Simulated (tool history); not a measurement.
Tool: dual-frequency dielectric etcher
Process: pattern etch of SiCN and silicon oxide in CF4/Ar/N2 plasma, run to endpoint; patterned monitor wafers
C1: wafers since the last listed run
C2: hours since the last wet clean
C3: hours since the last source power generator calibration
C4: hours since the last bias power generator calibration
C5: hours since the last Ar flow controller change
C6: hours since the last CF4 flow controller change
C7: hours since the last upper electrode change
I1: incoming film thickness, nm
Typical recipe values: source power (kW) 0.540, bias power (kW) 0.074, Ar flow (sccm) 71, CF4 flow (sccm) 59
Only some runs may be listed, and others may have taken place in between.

run 1 hour=0.0 | source_power_(kW)=0.540 bias_power_(kW)=0.074 Ar_flow_(sccm)=71 CF4_flow_(sccm)=48 | C1=0 C2=5.4 C3=2793.3 C4=4186.5 C5=25.8 C6=5368.1 C7=25.4 | I1=12.36 | endpoint_time_(s)=11.3
run 2 hour=9.7 | source_power_(kW)=0.540 bias_power_(kW)=0.074 Ar_flow_(sccm)=71 CF4_flow_(sccm)=48 | C1=166 C2=15.1 C3=2803.0 C4=4196.2 C5=35.5 C6=5377.8 C7=35.1 | I1=12.21 | endpoint_time_(s)=11.1
run 3 hour=24.7 | source_power_(kW)=0.540 bias_power_(kW)=0.074 Ar_flow_(sccm)=71 CF4_flow_(sccm)=48 | C1=256 C2=30.1 C3=2818.0 C4=4211.2 C5=50.5 C6=5392.8 C7=50.1 | I1=12.20 | endpoint_time_(s)=11.2
-- hour=36.3 source power generator calibrated
-- hour=36.6 CF4 flow controller replaced
run 4 hour=37.1 | source_power_(kW)=0.540 bias_power_(kW)=0.074 Ar_flow_(sccm)=71 CF4_flow_(sccm)=53 | C1=140 C2=42.5 C3=0.8 C4=4223.6 C5=62.9 C6=0.5 C7=62.5 | I1=12.08 | endpoint_time_(s)=10.8
run 5 hour=42.1 | source_power_(kW)=0.540 bias_power_(kW)=0.074 Ar_flow_(sccm)=71 CF4_flow_(sccm)=53 | C1=85 C2=47.5 C3=5.8 C4=4228.6 C5=67.9 C6=5.5 C7=67.5 | I1=12.38 | endpoint_time_(s)=11.1
run 6 hour=57.4 | source_power_(kW)=0.540 bias_power_(kW)=0.060 Ar_flow_(sccm)=64 CF4_flow_(sccm)=71 | C1=261 C2=62.8 C3=21.1 C4=4243.9 C5=83.2 C6=20.8 C7=82.8 | I1=12.22 | endpoint_time_(s)=11.1
run 7 hour=74.6 | source_power_(kW)=0.450 bias_power_(kW)=0.074 Ar_flow_(sccm)=71 CF4_flow_(sccm)=59 | C1=294 C2=80.0 C3=38.3 C4=4261.1 C5=100.4 C6=38.0 C7=100.0 | I1=12.20 | endpoint_time_(s)=12.7
run 8 hour=89.9 | source_power_(kW)=0.590 bias_power_(kW)=0.062 Ar_flow_(sccm)=71 CF4_flow_(sccm)=59 | C1=261 C2=95.3 C3=53.6 C4=4276.4 C5=115.7 C6=53.3 C7=115.3 | I1=12.14 | endpoint_time_(s)=10.4
run 9 hour=100.0 | source_power_(kW)=0.440 bias_power_(kW)=0.074 Ar_flow_(sccm)=76 CF4_flow_(sccm)=59 | C1=172 C2=105.4 C3=63.7 C4=4286.5 C5=125.8 C6=63.4 C7=125.4 | I1=12.28 | endpoint_time_(s)=13.1
run 10 hour=111.7 | source_power_(kW)=0.670 bias_power_(kW)=0.081 Ar_flow_(sccm)=71 CF4_flow_(sccm)=59 | C1=200 C2=117.1 C3=75.4 C4=4298.2 C5=137.5 C6=75.1 C7=137.1 | I1=12.27 | endpoint_time_(s)=9.1
-- hour=127.4 bias power generator calibrated
run 11 hour=127.9 | source_power_(kW)=0.540 bias_power_(kW)=0.074 Ar_flow_(sccm)=71 CF4_flow_(sccm)=59 | C1=208 C2=133.3 C3=91.6 C4=0.5 C5=153.7 C6=91.3 C7=153.3 | I1=12.16 | endpoint_time_(s)=11.0
run 12 hour=130.7 | source_power_(kW)=0.540 bias_power_(kW)=0.089 Ar_flow_(sccm)=86 CF4_flow_(sccm)=71 | C1=47 C2=136.1 C3=94.4 C4=3.3 C5=156.5 C6=94.1 C7=156.1 | I1=12.09 | endpoint_time_(s)=10.3
run 13 hour=141.5 | source_power_(kW)=0.670 bias_power_(kW)=0.074 Ar_flow_(sccm)=71 CF4_flow_(sccm)=63 | C1=184 C2=146.9 C3=105.2 C4=14.1 C5=167.3 C6=104.9 C7=166.9 | I1=12.08 | endpoint_time_(s)=8.9
run 14 hour=148.1 | source_power_(kW)=0.540 bias_power_(kW)=0.081 Ar_flow_(sccm)=71 CF4_flow_(sccm)=59 | C1=112 C2=153.5 C3=111.8 C4=20.7 C5=173.9 C6=111.5 C7=173.5 | I1=12.19 | endpoint_time_(s)=10.7
run 15 hour=160.9 | source_power_(kW)=0.590 bias_power_(kW)=0.074 Ar_flow_(sccm)=85 CF4_flow_(sccm)=59 | C1=219 C2=166.3 C3=124.6 C4=33.5 C5=186.7 C6=124.3 C7=186.3 | I1=12.20 | endpoint_time_(s)=10.2
run 16 hour=175.1 | source_power_(kW)=0.540 bias_power_(kW)=0.074 Ar_flow_(sccm)=71 CF4_flow_(sccm)=59 | C1=243 C2=180.5 C3=138.8 C4=47.7 C5=200.9 C6=138.5 C7=200.5 | I1=12.35 | endpoint_time_(s)=11.0
run 17 hour=188.0 | source_power_(kW)=0.540 bias_power_(kW)=0.074 Ar_flow_(sccm)=82 CF4_flow_(sccm)=66 | C1=220 C2=193.4 C3=151.7 C4=60.6 C5=213.8 C6=151.4 C7=213.4 | I1=12.26 | endpoint_time_(s)=11.0
run 18 hour=204.6 | source_power_(kW)=0.440 bias_power_(kW)=0.083 Ar_flow_(sccm)=60 CF4_flow_(sccm)=59 | C1=284 C2=210.0 C3=168.3 C4=77.2 C5=230.4 C6=168.0 C7=230.0 | I1=12.21 | endpoint_time_(s)=12.4
run 19 hour=216.6 | source_power_(kW)=0.600 bias_power_(kW)=0.074 Ar_flow_(sccm)=60 CF4_flow_(sccm)=59 | C1=205 C2=222.0 C3=180.3 C4=89.2 C5=242.4 C6=180.0 C7=242.0 | I1=12.24 | endpoint_time_(s)=9.9
run 20 hour=224.6 | source_power_(kW)=0.610 bias_power_(kW)=0.059 Ar_flow_(sccm)=84 CF4_flow_(sccm)=59 | C1=136 C2=230.0 C3=188.3 C4=97.2 C5=250.4 C6=188.0 C7=250.0 | I1=12.23 | endpoint_time_(s)=10.4
run 21 hour=237.7 | source_power_(kW)=0.440 bias_power_(kW)=0.083 Ar_flow_(sccm)=60 CF4_flow_(sccm)=59 | C1=224 C2=243.1 C3=201.4 C4=110.3 C5=263.5 C6=201.1 C7=263.1 | I1=12.13 | endpoint_time_(s)=12.3
run 22 hour=250.5 | source_power_(kW)=0.540 bias_power_(kW)=0.083 Ar_flow_(sccm)=71 CF4_flow_(sccm)=53 | C1=219 C2=255.9 C3=214.2 C4=123.1 C5=276.3 C6=213.9 C7=275.9 | I1=12.26 | endpoint_time_(s)=10.8
run 23 hour=265.8 | source_power_(kW)=0.540 bias_power_(kW)=0.074 Ar_flow_(sccm)=71 CF4_flow_(sccm)=59 | C1=261 C2=271.2 C3=229.5 C4=138.4 C5=291.6 C6=229.2 C7=291.2 | I1=12.15 | endpoint_time_(s)=10.8
run 24 hour=281.6 | source_power_(kW)=0.660 bias_power_(kW)=0.074 Ar_flow_(sccm)=71 CF4_flow_(sccm)=59 | C1=270 C2=287.0 C3=245.3 C4=154.2 C5=307.4 C6=245.0 C7=307.0 | I1=12.16 | endpoint_time_(s)=9.1

What if the next run were any one of these 5? Each begins from the tool's condition after run 24:
run A hour=282.0 | source_power_(kW)=0.540 bias_power_(kW)=0.074 Ar_flow_(sccm)=71 CF4_flow_(sccm)=59 | C1=6 C2=287.4 C3=245.7 C4=154.6 C5=307.8 C6=245.4 C7=307.4 | I1=12.21 | endpoint_time_(s)=?
run B hour=282.0 | source_power_(kW)=0.540 bias_power_(kW)=0.066 Ar_flow_(sccm)=71 CF4_flow_(sccm)=59 | C1=6 C2=287.4 C3=245.7 C4=154.6 C5=307.8 C6=245.4 C7=307.4 | I1=12.21 | endpoint_time_(s)=?
run C hour=282.0 | source_power_(kW)=0.540 bias_power_(kW)=0.089 Ar_flow_(sccm)=71 CF4_flow_(sccm)=46 | C1=6 C2=287.4 C3=245.7 C4=154.6 C5=307.8 C6=245.4 C7=307.4 | I1=12.21 | endpoint_time_(s)=?
run D hour=282.0 | source_power_(kW)=0.630 bias_power_(kW)=0.083 Ar_flow_(sccm)=87 CF4_flow_(sccm)=55 | C1=6 C2=287.4 C3=245.7 C4=154.6 C5=307.8 C6=245.4 C7=307.4 | I1=12.21 | endpoint_time_(s)=?
run E hour=282.0 | source_power_(kW)=0.540 bias_power_(kW)=0.074 Ar_flow_(sccm)=63 CF4_flow_(sccm)=59 | C1=6 C2=287.4 C3=245.7 C4=154.6 C5=307.8 C6=245.4 C7=307.4 | I1=12.21 | endpoint_time_(s)=?

run=A endpoint_time_(s)=10.8
run=B endpoint_time_(s)=11.1
run=C endpoint_time_(s)=10.6
run=D endpoint_time_(s)=9.5
run=E endpoint_time_(s)=10.7
Take away the tool's hidden state, keep each run's random variation, and the runs would have read:
run=A endpoint_time_(s)=10.8
run=B endpoint_time_(s)=11.1
run=C endpoint_time_(s)=10.6
run=D endpoint_time_(s)=9.5
run=E endpoint_time_(s)=10.7
